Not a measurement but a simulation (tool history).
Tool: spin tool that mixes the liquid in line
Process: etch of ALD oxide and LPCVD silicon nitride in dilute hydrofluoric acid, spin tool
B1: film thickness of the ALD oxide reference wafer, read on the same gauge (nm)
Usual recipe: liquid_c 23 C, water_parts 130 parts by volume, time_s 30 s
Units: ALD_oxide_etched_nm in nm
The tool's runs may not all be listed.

Run 1, hour 0: usual settings; B1 100.01. Result: ALD_oxide_etched_nm 6.44 nm.
Run 2, hour 13.8: usual settings; B1 100. Result: ALD_oxide_etched_nm 6.36 nm.
Run 3, hour 22.9: usual settings but liquid_c 26.5 C, time_s 15 s; B1 99.97. Result: ALD_oxide_etched_nm 3.66 nm.
Run 4, hour 52.4: usual settings but liquid_c 25 C; B1 100. Result: ALD_oxide_etched_nm 6.9 nm.
At hour 59: thermometer replaced.
Run 5, hour 59.5: usual settings but liquid_c 25 C; B1 100.01. Result: ALD_oxide_etched_nm 6.24 nm.
Run 6, hour 74.2: usual settings; B1 99.99. Result: ALD_oxide_etched_nm 5.81 nm.
Run 7, hour 84.3: usual settings; B1 100. Result: ALD_oxide_etched_nm 5.79 nm.
Run 8, hour 95.1: usual settings; B1 100.01. Result: ALD_oxide_etched_nm 5.81 nm.
At hour 101.5: gauge calibrated.
Run 9, hour 105: usual settings but water_parts 85 parts by volume, time_s 20 s; B1 100.03. Result: ALD_oxide_etched_nm 6.24 nm.
Run 10, hour 120.3: usual settings but liquid_c 26 C, time_s 50 s; B1 100. Result: ALD_oxide_etched_nm 10.9 nm.
Run 11, hour 134.9: usual settings but liquid_c 18 C, water_parts 165 parts by volume, time_s 45 s; B1 100. Result: ALD_oxide_etched_nm 5.49 nm.
Run 12, hour 152.4: usual settings but time_s 45 s; B1 100. Result: ALD_oxide_etched_nm 8.73 nm.
At hour 165.5: hydrofluoric acid flow meter replaced.
Run 13, hour 169.4: usual settings; B1 100.01. Result: ALD_oxide_etched_nm 5.23 nm.
Run 14, hour 176.4: usual settings but liquid_c 27.5 C, water_parts 190 parts by volume, time_s 45 s; B1 99.99. Result: ALD_oxide_etched_nm 5.91 nm.
Run 15, hour 192.7: usual settings; B1 100. Result: ALD_oxide_etched_nm 5.21 nm.
Run 16, hour 204.4: usual settings but liquid_c 21.5 C, water_parts 80 parts by volume, time_s 50 s; B1 100.01. Result: ALD_oxide_etched_nm 14.19 nm.
Run 17, hour 221.5: usual settings but liquid_c 25.5 C, water_parts 85 parts by volume; B1 100. Result: ALD_oxide_etched_nm 9.36 nm.
Run 18, hour 235.1: usual settings but liquid_c 26.5 C, water_parts 170 parts by volume; B1 99.98. Result: ALD_oxide_etched_nm 4.39 nm.
Run 19, hour 248.6: usual settings but liquid_c 26.5 C, water_parts 170 parts by volume; B1 99.99. Result: ALD_oxide_etched_nm 4.39 nm.
Run 20, hour 259.6: usual settings but water_parts 75 parts by volume, time_s 40 s; B1 100. Result: ALD_oxide_etched_nm 13.04 nm.
Run 21, hour 277.4: usual settings but liquid_c 28 C, water_parts 170 parts by volume; B1 99.99. Result: ALD_oxide_etched_nm 4.65 nm.
Run 22, hour 291: usual settings but liquid_c 28 C, time_s 20 s; B1 100. Result: ALD_oxide_etched_nm 4.27 nm.
Run 23, hour 297.5: usual settings but liquid_c 27.5 C, water_parts 90 parts by volume; B1 100. Result: ALD_oxide_etched_nm 9.58 nm.
Run 24, hour 309: usual settings but liquid_c 25.5 C, water_parts 110 parts by volume, time_s 35 s; B1 100.01. Result: ALD_oxide_etched_nm 8.24 nm.
Run 25, hour 317.7: usual settings but liquid_c 19.5 C, water_parts 185 parts by volume; B1 100. Result: ALD_oxide_etched_nm 3.07 nm.

Consider 5 possible next runs. They are alternatives, not a sequence: every one starts from the tool as it was left by run 25. What does each give?
Run A, hour 318.1: usual settings but time_s 15 s; B1 ?. Result: ALD_oxide_etched_nm ?.
Run B, hour 318.1: usual settings but liquid_c 27 C, time_s 35 s; B1 ?. Result: ALD_oxide_etched_nm ?.
Run C, hour 318.1: usual settings but water_parts 175 parts by volume; B1 ?. Result: ALD_oxide_etched_nm ?.
Run D, hour 318.1: usual settings but liquid_c 18.5 C, water_parts 105 parts by volume, time_s 40 s; B1 ?. Result: ALD_oxide_etched_nm ?.
Run E, hour 318.1: usual settings but liquid_c 20.5 C, water_parts 105 parts by volume, time_s 40 s; B1 ?. Result: ALD_oxide_etched_nm ?.

run     B1  ALD_oxide_etched_nm
  A  99.98                 2.66
  B  99.98                 7.23
  C  99.98                 3.76
  D  99.98                 7.52
  E  99.98                 8.17
Take away the tool's hidden state, keep each run's random variation, and the runs would have read:
run  ALD_oxide_etched_nm
  A                 2.53
  B                 6.87
  C                 3.57
  D                 7.15
  E                 7.77
